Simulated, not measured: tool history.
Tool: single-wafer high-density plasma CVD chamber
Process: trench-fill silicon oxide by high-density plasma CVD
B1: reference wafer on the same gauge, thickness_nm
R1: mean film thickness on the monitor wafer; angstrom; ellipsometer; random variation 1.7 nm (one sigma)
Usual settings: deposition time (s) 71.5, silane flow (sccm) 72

run 1 hour=0.0 | deposition_time_(s)=71.5 silane_flow_(sccm)=72 | B1=445.729 | R1=4981.18
run 2 hour=14.6 | deposition_time_(s)=71.5 silane_flow_(sccm)=72 | B1=446.043 | R1=4958.89
run 3 hour=27.0 | deposition_time_(s)=71.5 silane_flow_(sccm)=72 | B1=445.788 | R1=4967.80
run 4 hour=39.7 | deposition_time_(s)=71.5 silane_flow_(sccm)=72 | B1=446.020 | R1=4979.47
run 5 hour=57.5 | deposition_time_(s)=71.5 silane_flow_(sccm)=72 | B1=445.918 | R1=4962.06
run 6 hour=72.4 | deposition_time_(s)=71.5 silane_flow_(sccm)=72 | B1=446.174 | R1=4963.43
run 7 hour=80.0 | deposition_time_(s)=71.5 silane_flow_(sccm)=72 | B1=445.717 | R1=4970.73
run 8 hour=90.9 | deposition_time_(s)=80.8 silane_flow_(sccm)=81 | B1=446.098 | R1=6316.24
run 9 hour=107.2 | deposition_time_(s)=80.8 silane_flow_(sccm)=81 | B1=445.654 | R1=6336.16
run 10 hour=114.9 | deposition_time_(s)=80.5 silane_flow_(sccm)=62 | B1=446.401 | R1=4812.29
run 11 hour=130.6 | deposition_time_(s)=71.5 silane_flow_(sccm)=72 | B1=446.052 | R1=4950.24
run 12 hour=145.6 | deposition_time_(s)=80.4 silane_flow_(sccm)=72 | B1=446.070 | R1=5583.99
run 13 hour=162.9 | deposition_time_(s)=71.5 silane_flow_(sccm)=72 | B1=446.148 | R1=4973.67
run 14 hour=175.4 | deposition_time_(s)=71.5 silane_flow_(sccm)=72 | B1=445.606 | R1=4968.05
run 15 hour=192.2 | deposition_time_(s)=67.1 silane_flow_(sccm)=72 | B1=445.868 | R1=4658.91
run 16 hour=205.5 | deposition_time_(s)=67.1 silane_flow_(sccm)=72 | B1=446.029 | R1=4636.48
run 17 hour=220.5 | deposition_time_(s)=71.5 silane_flow_(sccm)=72 | B1=445.747 | R1=4948.08
run 18 hour=237.2 | deposition_time_(s)=71.5 silane_flow_(sccm)=72 | B1=446.306 | R1=4990.58
run 19 hour=247.8 | deposition_time_(s)=71.5 silane_flow_(sccm)=72 | B1=445.698 | R1=4979.57
run 20 hour=262.1 | deposition_time_(s)=80.7 silane_flow_(sccm)=78 | B1=445.915 | R1=6062.95
run 21 hour=269.6 | deposition_time_(s)=80.7 silane_flow_(sccm)=78 | B1=445.815 | R1=6071.60
run 22 hour=281.9 | deposition_time_(s)=62.0 silane_flow_(sccm)=68 | B1=446.242 | R1=4042.40
run 23 hour=287.9 | deposition_time_(s)=57.7 silane_flow_(sccm)=66 | B1=446.520 | R1=3664.64
run 24 hour=303.6 | deposition_time_(s)=66.6 silane_flow_(sccm)=64 | B1=445.821 | R1=4112.30
-- hour=305.8 gauge calibrated
run 25 hour=319.0 | deposition_time_(s)=71.5 silane_flow_(sccm)=72 | B1=446.357 | R1=4960.87
run 26 hour=336.7 | deposition_time_(s)=80.5 silane_flow_(sccm)=68 | B1=446.595 | R1=5294.52
run 27 hour=345.8 | deposition_time_(s)=61.3 silane_flow_(sccm)=72 | B1=446.007 | R1=4240.94
run 28 hour=358.4 | deposition_time_(s)=66.6 silane_flow_(sccm)=64 | B1=446.200 | R1=4095.67
run 29 hour=368.0 | deposition_time_(s)=71.5 silane_flow_(sccm)=82 | B1=445.926 | R1=5675.03
run 30 hour=374.0 | deposition_time_(s)=66.8 silane_flow_(sccm)=72 | B1=446.467 | R1=4635.56
run 31 hour=382.1 | deposition_time_(s)=71.5 silane_flow_(sccm)=72 | B1=445.811 | R1=4958.22
-- hour=395.0 silane flow controller replaced
run 32 hour=399.5 | deposition_time_(s)=82.5 silane_flow_(sccm)=72 | B1=445.772 | R1=6178.80
run 33 hour=409.6 | deposition_time_(s)=80.3 silane_flow_(sccm)=78 | B1=446.004 | R1=6520.65
run 34 hour=424.8 | deposition_time_(s)=65.3 silane_flow_(sccm)=79 | B1=445.790 | R1=5348.31
run 35 hour=452.5 | deposition_time_(s)=58.0 silane_flow_(sccm)=63 | B1=446.002 | R1=3774.98

Run 36 comes next. What will it give?
run 36 hour=464.9 | deposition_time_(s)=77.8 silane_flow_(sccm)=84 | B1=? | R1=?

Run 36 gave B1 445.788, R1 6760.53 angstrom.
Without the tool's hidden state the same run would have given R1 6774.26 angstrom.
